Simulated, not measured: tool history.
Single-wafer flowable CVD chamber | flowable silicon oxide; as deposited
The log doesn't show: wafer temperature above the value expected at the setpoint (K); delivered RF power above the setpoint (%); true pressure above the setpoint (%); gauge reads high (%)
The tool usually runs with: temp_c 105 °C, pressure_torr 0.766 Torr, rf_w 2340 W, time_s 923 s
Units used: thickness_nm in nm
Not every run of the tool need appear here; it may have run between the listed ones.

run,hour,temp_c,pressure_torr,rf_w,time_s,wafers since the last listed run,hours since the last thermocouple change,hours since the last RF generator calibration,hours since the last manometer calibration,hours since the showerhead was replaced,hours since the gauge calibration,"read-back reference wafer on the same gauge, thickness_nm",thickness_nm
1,0,105,0.91,2340,923,0,1979.2,2008,1577.8,5832,145.4,495.95,548.415
2,9.2,105,0.91,2340,923,17,1988.4,2017.2,1587,5841.2,154.6,495.992,544.644
3,15.3,105,0.766,2340,923,11,1994.5,2023.3,1593.1,5847.3,160.7,495.909,460.243
4,32.3,105,0.766,2340,923,32,2011.5,2040.3,1610.1,5864.3,177.7,496.031,458.837
5,47.7,105,0.766,2340,923,29,2026.9,2055.7,1625.5,5879.7,193.1,495.807,460.745
6,65.3,105,0.766,2340,923,33,2044.5,2073.3,1643.1,5897.3,210.7,495.78,457.767
7,77.6,116,0.766,2340,923,23,2056.8,2085.6,1655.4,5909.6,223,496.106,334.906
8,94.2,105,0.725,2340,923,31,2073.4,2102.2,1672,5926.2,239.6,496.027,436.005
9,101.3,105,0.725,2340,923,13,2080.5,2109.3,1679.1,5933.3,246.7,495.787,435.859
# hour 112.4: capacitance manometer re-zeroed and calibrated
# hour 122.1: showerhead replaced
10,122.6,105,0.725,2340,923,10,2101.8,2130.6,10.2,0.5,268,495.935,471.948
11,123.2,105,0.766,2340,923,1,2102.4,2131.2,10.8,1.1,268.6,496.185,495.763
12,131,105,0.766,2340,923,14,2110.2,2139,18.6,8.9,276.4,495.996,495.632
# hour 147.7: RF generator calibrated
13,148.2,105,0.766,2340,923,17,2127.4,0.5,35.8,26.1,293.6,495.974,495.384
14,163.6,105,0.766,2340,923,29,2142.8,15.9,51.2,41.5,309,496.071,495.265
15,172.9,105,0.766,2340,923,17,2152.1,25.2,60.5,50.8,318.3,496.275,496.736
16,181,105,0.61,2340,923,15,2160.2,33.3,68.6,58.9,326.4,495.835,395.8
17,190.1,105,0.766,2340,923,17,2169.3,42.4,77.7,68,335.5,496.036,498.461
# hour 193.6: gauge calibrated
18,201.6,105,0.766,2340,860,21,2180.8,53.9,89.2,79.5,8,496.124,463.816
19,210.4,92,0.766,2340,923,16,2189.6,62.7,98,88.3,16.8,496.046,732.364
# hour 222.9: thermocouple changed; heater temperature recalibrated
20,223.4,105,0.68,2485,923,9,0.5,75.7,111,101.3,29.8,495.851,401.685
21,230.7,91,0.766,1925,923,13,7.8,83,118.3,108.6,37.1,495.925,645.666
22,240,105,0.897,2340,1005,17,17.1,92.3,127.6,117.9,46.4,496.07,572.52
23,253.2,92,0.889,2010,863,25,30.3,105.5,140.8,131.1,59.6,495.74,688.135
24,264.6,105,0.766,2720,763,21,41.7,116.9,152.2,142.5,71,495.943,378.482
25,270.7,105,0.766,2340,923,11,47.8,123,158.3,148.6,77.1,496.04,444.774
26,276.8,105,0.937,2500,1035,11,53.9,129.1,164.4,154.7,83.2,496.27,619.769
27,287.8,105,0.766,2090,923,20,64.9,140.1,175.4,165.7,94.2,496.04,436.747
28,298.2,105,0.766,2755,923,19,75.3,150.5,185.8,176.1,104.6,496.078,456.406
29,313.1,105,0.766,2340,923,28,90.2,165.4,200.7,191,119.5,496.203,446.518

Hidden condition of the tool, last listed run before each entry between runs versus first listed run after:
Between runs 9 and 10: capacitance manometer re-zeroed and calibrated (hour 112.4); showerhead replaced (hour 122.1)
  wafer temperature above the value expected at the setpoint (K): -3.44 -> -3.51; true pressure above the setpoint (%): -7.23 -> -0.247
  measured value less the no-hidden-state value, thickness_nm: +10.866 -> +45.452 nm
Between runs 12 and 13: RF generator calibrated (hour 147.7)
  wafer temperature above the value expected at the setpoint (K): -3.54 -> -3.59; true pressure above the setpoint (%): -0.284 -> -0.358
  measured value less the no-hidden-state value, thickness_nm: +47.94 -> +48.344 nm
Between runs 17 and 18: gauge calibrated (hour 193.6)
  wafer temperature above the value expected at the setpoint (K): -3.74 -> -3.77; true pressure above the setpoint (%): -0.54 -> -0.589
  measured value less the no-hidden-state value, thickness_nm: +49.717 -> +46.541 nm
Between runs 19 and 20: thermocouple changed; heater temperature recalibrated (hour 222.9)
  wafer temperature above the value expected at the setpoint (K): -3.81 -> -0.225; true pressure above the setpoint (%): -0.628 -> -0.684
  measured value less the no-hidden-state value, thickness_nm: +74.064 -> -0.202 nm
